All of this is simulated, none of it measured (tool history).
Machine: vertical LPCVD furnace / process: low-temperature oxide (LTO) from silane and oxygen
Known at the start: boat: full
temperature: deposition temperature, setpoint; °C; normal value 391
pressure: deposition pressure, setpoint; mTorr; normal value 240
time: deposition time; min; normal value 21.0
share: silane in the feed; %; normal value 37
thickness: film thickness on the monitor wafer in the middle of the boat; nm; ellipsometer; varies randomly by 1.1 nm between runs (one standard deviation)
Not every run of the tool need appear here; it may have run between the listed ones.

run	hour	temperature	pressure	time	share	read-back reference wafer on the same gauge, thickness	thickness
1	0.0	391	240	21.0	37	199.06	178.61
2	63.0	391	240	21.0	37	198.08	177.77
3	114.8	391	240	21.0	37	197.88	177.59
4	201.0	391	240	21.0	37	196.71	177.15
5	289.0	391	240	21.0	37	195.56	176.12
6	326.8	391	240	21.0	37	195.08	175.38
# hour 405.0: gauge calibrated
7	431.0	391	240	21.0	37	201.31	181.04
8	502.2	391	240	21.0	37	201.16	181.18
# hour 593.6: silane flow controller replaced
9	594.1	382	240	23.5	40	200.99	199.32
10	639.2	391	240	21.0	34	201.04	161.67
# hour 673.0: pressure gauge zeroed
11	690.6	380	275	16.0	31	200.76	106.61
# hour 757.6: thermocouples replaced and temperature profile calibrated
12	758.1	396	225	24.5	32	200.53	171.85
13	799.0	391	240	21.0	43	200.14	216.65
14	874.7	391	240	21.0	37	199.67	179.42
15	918.7	391	225	21.0	37	199.23	168.75
16	980.2	391	270	21.0	33	198.54	171.61
17	1028.9	391	240	21.0	37	198.16	178.53

The tool's hidden state at each run:
true tube temperature minus thermocouple reading, K: 0 at every run
true pressure minus gauge reading, mTorr: 0 at every run
deviation of the silane flow from its setpoint, %: 0 at every run
H1: gauge reads high (%)
run	H1
1	-1.07
2	-1.37
3	-1.63
4	-2.12
5	-2.68
6	-2.94
7	0.203
8	0.167
9	0.0578
10	-0.0212
11	-0.132
12	-0.31
13	-0.436
14	-0.707
15	-0.886
16	-1.16
17	-1.4

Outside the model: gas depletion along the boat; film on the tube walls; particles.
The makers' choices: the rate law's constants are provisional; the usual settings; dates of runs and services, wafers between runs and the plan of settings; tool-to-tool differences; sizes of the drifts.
